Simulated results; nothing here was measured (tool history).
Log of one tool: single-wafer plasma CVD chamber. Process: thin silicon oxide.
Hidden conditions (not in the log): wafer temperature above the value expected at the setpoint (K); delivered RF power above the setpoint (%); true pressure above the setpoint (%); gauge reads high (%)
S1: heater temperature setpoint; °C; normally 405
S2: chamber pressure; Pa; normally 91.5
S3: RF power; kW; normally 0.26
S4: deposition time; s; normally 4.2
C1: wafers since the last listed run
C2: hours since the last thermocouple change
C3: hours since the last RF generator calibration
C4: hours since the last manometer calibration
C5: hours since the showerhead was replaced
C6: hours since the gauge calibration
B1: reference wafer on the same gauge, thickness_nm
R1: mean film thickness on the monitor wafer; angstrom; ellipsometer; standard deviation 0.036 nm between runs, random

{"run": 1, "hour": 0.0, "S1": 405, "S2": 107.3, "S3": 0.295, "S4": 4.2, "C1": 0, "C2": 445.3, "C3": 884.6, "C4": 507.9, "C5": 234.8, "C6": 485.2, "B1": 7.216, "R1": 78.44}
{"run": 2, "hour": 52.3, "S1": 405, "S2": 107.3, "S3": 0.295, "S4": 4.2, "C1": 2479, "C2": 497.6, "C3": 936.9, "C4": 560.2, "C5": 287.1, "C6": 537.5, "B1": 7.213, "R1": 79.52}
{"run": 3, "hour": 136.0, "S1": 405, "S2": 74.9, "S3": 0.26, "S4": 4.2, "C1": 3967, "C2": 581.3, "C3": 1020.6, "C4": 643.9, "C5": 370.8, "C6": 621.2, "B1": 7.217, "R1": 51.94}
{"hour": 200.8, "done": "RF generator calibrated"}
{"run": 4, "hour": 210.0, "S1": 409, "S2": 91.5, "S3": 0.245, "S4": 4.2, "C1": 3128, "C2": 655.3, "C3": 9.2, "C4": 717.9, "C5": 444.8, "C6": 695.2, "B1": 7.218, "R1": 62.31}
{"run": 5, "hour": 262.9, "S1": 409, "S2": 91.5, "S3": 0.245, "S4": 4.2, "C1": 2507, "C2": 708.2, "C3": 62.1, "C4": 770.8, "C5": 497.7, "C6": 748.1, "B1": 7.221, "R1": 61.46}
{"run": 6, "hour": 322.4, "S1": 409, "S2": 91.5, "S3": 0.245, "S4": 4.2, "C1": 2820, "C2": 767.7, "C3": 121.6, "C4": 830.3, "C5": 557.2, "C6": 807.6, "B1": 7.218, "R1": 61.57}
{"run": 7, "hour": 372.8, "S1": 405, "S2": 91.5, "S3": 0.26, "S4": 4.2, "C1": 2389, "C2": 818.1, "C3": 172, "C4": 880.7, "C5": 607.6, "C6": 858, "B1": 7.22, "R1": 63.21}
{"hour": 432.3, "done": "thermocouple changed; heater temperature recalibrated"}
{"run": 8, "hour": 433.6, "S1": 392, "S2": 112.5, "S3": 0.245, "S4": 3.39, "C1": 2503, "C2": 1.3, "C3": 232.8, "C4": 941.5, "C5": 668.4, "C6": 918.8, "B1": 7.218, "R1": 61.13}
{"run": 9, "hour": 489.7, "S1": 405, "S2": 111.7, "S3": 0.26, "S4": 4.2, "C1": 2659, "C2": 57.4, "C3": 288.9, "C4": 997.6, "C5": 724.5, "C6": 974.9, "B1": 7.215, "R1": 77.32}
{"run": 10, "hour": 573.8, "S1": 409, "S2": 98, "S3": 0.26, "S4": 4.52, "C1": 3986, "C2": 141.5, "C3": 373, "C4": 1081.7, "C5": 808.6, "C6": 1059, "B1": 7.224, "R1": 73.77}
{"hour": 652.4, "done": "capacitance manometer re-zeroed and calibrated"}
{"run": 11, "hour": 660.7, "S1": 405, "S2": 73.1, "S3": 0.24, "S4": 4.2, "C1": 3740, "C2": 228.4, "C3": 459.9, "C4": 8.3, "C5": 895.5, "C6": 1145.9, "B1": 7.222, "R1": 50.15}
{"run": 12, "hour": 768.6, "S1": 405, "S2": 112.7, "S3": 0.21, "S4": 4.2, "C1": 5115, "C2": 336.3, "C3": 567.8, "C4": 116.2, "C5": 1003.4, "C6": 1253.8, "B1": 7.216, "R1": 71.74}
{"run": 13, "hour": 862.9, "S1": 405, "S2": 91.5, "S3": 0.26, "S4": 4.2, "C1": 4470, "C2": 430.6, "C3": 662.1, "C4": 210.5, "C5": 1097.7, "C6": 1348.1, "B1": 7.218, "R1": 64.94}
{"run": 14, "hour": 906.0, "S1": 405, "S2": 91.5, "S3": 0.26, "S4": 4.2, "C1": 2043, "C2": 473.7, "C3": 705.2, "C4": 253.6, "C5": 1140.8, "C6": 1391.2, "B1": 7.23, "R1": 64.6}
{"run": 15, "hour": 949.7, "S1": 409, "S2": 91.5, "S3": 0.26, "S4": 4.2, "C1": 2071, "C2": 517.4, "C3": 748.9, "C4": 297.3, "C5": 1184.5, "C6": 1434.9, "B1": 7.227, "R1": 64.67}
{"run": 16, "hour": 1034.3, "S1": 409, "S2": 98, "S3": 0.26, "S4": 4.52, "C1": 4010, "C2": 602, "C3": 833.5, "C4": 381.9, "C5": 1269.1, "C6": 1519.5, "B1": 7.22, "R1": 74.52}
{"run": 17, "hour": 1118.1, "S1": 405, "S2": 73.9, "S3": 0.26, "S4": 4.2, "C1": 3972, "C2": 685.8, "C3": 917.3, "C4": 465.7, "C5": 1352.9, "C6": 1603.3, "B1": 7.222, "R1": 51.66}
{"run": 18, "hour": 1164.6, "S1": 405, "S2": 107.1, "S3": 0.26, "S4": 4.2, "C1": 2204, "C2": 732.3, "C3": 963.8, "C4": 512.2, "C5": 1399.4, "C6": 1649.8, "B1": 7.226, "R1": 75.02}
{"hour": 1224.3, "done": "RF generator calibrated"}
{"run": 19, "hour": 1266.6, "S1": 405, "S2": 91.5, "S3": 0.24, "S4": 3.89, "C1": 4456, "C2": 834.3, "C3": 42.3, "C4": 614.2, "C5": 1501.4, "C6": 1751.8, "B1": 7.232, "R1": 57.08}
{"hour": 1306.1, "done": "thermocouple changed; heater temperature recalibrated"}
{"run": 20, "hour": 1362.1, "S1": 419, "S2": 85.1, "S3": 0.3, "S4": 4.75, "C1": 4148, "C2": 56, "C3": 137.8, "C4": 709.7, "C5": 1596.9, "C6": 1847.3, "B1": 7.214, "R1": 71.08}
{"run": 21, "hour": 1456.7, "S1": 405, "S2": 91.5, "S3": 0.26, "S4": 4.2, "C1": 4484, "C2": 150.6, "C3": 232.4, "C4": 804.3, "C5": 1691.5, "C6": 1941.9, "B1": 7.22, "R1": 64.35}
{"run": 22, "hour": 1518.2, "S1": 405, "S2": 91.5, "S3": 0.26, "S4": 4.2, "C1": 2915, "C2": 212.1, "C3": 293.9, "C4": 865.8, "C5": 1753, "C6": 2003.4, "B1": 7.225, "R1": 64.55}
{"run": 23, "hour": 1560.2, "S1": 394, "S2": 91.5, "S3": 0.275, "S4": 4.2, "C1": 1991, "C2": 254.1, "C3": 335.9, "C4": 907.8, "C5": 1795, "C6": 2045.4, "B1": 7.222, "R1": 65.66}
{"run": 24, "hour": 1627.0, "S1": 405, "S2": 83.7, "S3": 0.26, "S4": 4.67, "C1": 3166, "C2": 320.9, "C3": 402.7, "C4": 974.6, "C5": 1861.8, "C6": 2112.2, "B1": 7.212, "R1": 64.98}
{"run": 25, "hour": 1676.5, "S1": 405, "S2": 74.5, "S3": 0.26, "S4": 4.2, "C1": 2346, "C2": 370.4, "C3": 452.2, "C4": 1024.1, "C5": 1911.3, "C6": 2161.7, "B1": 7.22, "R1": 51.83}
{"hour": 1755.2, "done": "capacitance manometer re-zeroed and calibrated"}
{"run": 26, "hour": 1766.6, "S1": 405, "S2": 91.5, "S3": 0.26, "S4": 4.2, "C1": 3892, "C2": 460.5, "C3": 542.3, "C4": 11.4, "C5": 2001.4, "C6": 2251.8, "B1": 7.227, "R1": 64.93}
{"run": 27, "hour": 1835.1, "S1": 410, "S2": 91.5, "S3": 0.295, "S4": 4.2, "C1": 3247, "C2": 529, "C3": 610.8, "C4": 79.9, "C5": 2069.9, "C6": 2320.3, "B1": 7.224, "R1": 68.04}
{"run": 28, "hour": 1919.4, "S1": 405, "S2": 91.5, "S3": 0.26, "S4": 4.2, "C1": 3996, "C2": 613.3, "C3": 695.1, "C4": 164.2, "C5": 2154.2, "C6": 2404.6, "B1": 7.22, "R1": 64.9}
{"run": 29, "hour": 2021.8, "S1": 412, "S2": 68.5, "S3": 0.21, "S4": 3.96, "C1": 4854, "C2": 715.7, "C3": 797.5, "C4": 266.6, "C5": 2256.6, "C6": 2507, "B1": 7.223, "R1": 40.24}

Consider 3 possible next runs. They are alternatives, not a sequence: every one starts from the tool as it was left by run 29. What does each give?
{"run": "A", "hour": 2022.2, "S1": 405, "S2": 91.5, "S3": 0.26, "S4": 4.2, "C1": 18, "C2": 716.1, "C3": 797.9, "C4": 267, "C5": 2257, "C6": 2507.4, "B1": "?", "R1": "?"}
{"run": "B", "hour": 2022.2, "S1": 413, "S2": 108.7, "S3": 0.305, "S4": 4.57, "C1": 18, "C2": 716.1, "C3": 797.9, "C4": 267, "C5": 2257, "C6": 2507.4, "B1": "?", "R1": "?"}
{"run": "C", "hour": 2022.2, "S1": 405, "S2": 110.5, "S3": 0.26, "S4": 4.2, "C1": 18, "C2": 716.1, "C3": 797.9, "C4": 267, "C5": 2257, "C6": 2507.4, "B1": "?", "R1": "?"}

run=A B1=7.217 R1=63.8
run=B B1=7.217 R1=87.32
run=C B1=7.217 R1=76.49
Without the tool's unlogged condition, the same runs would have read:
run=A R1=64.98
run=B R1=88.76
run=C R1=77.74
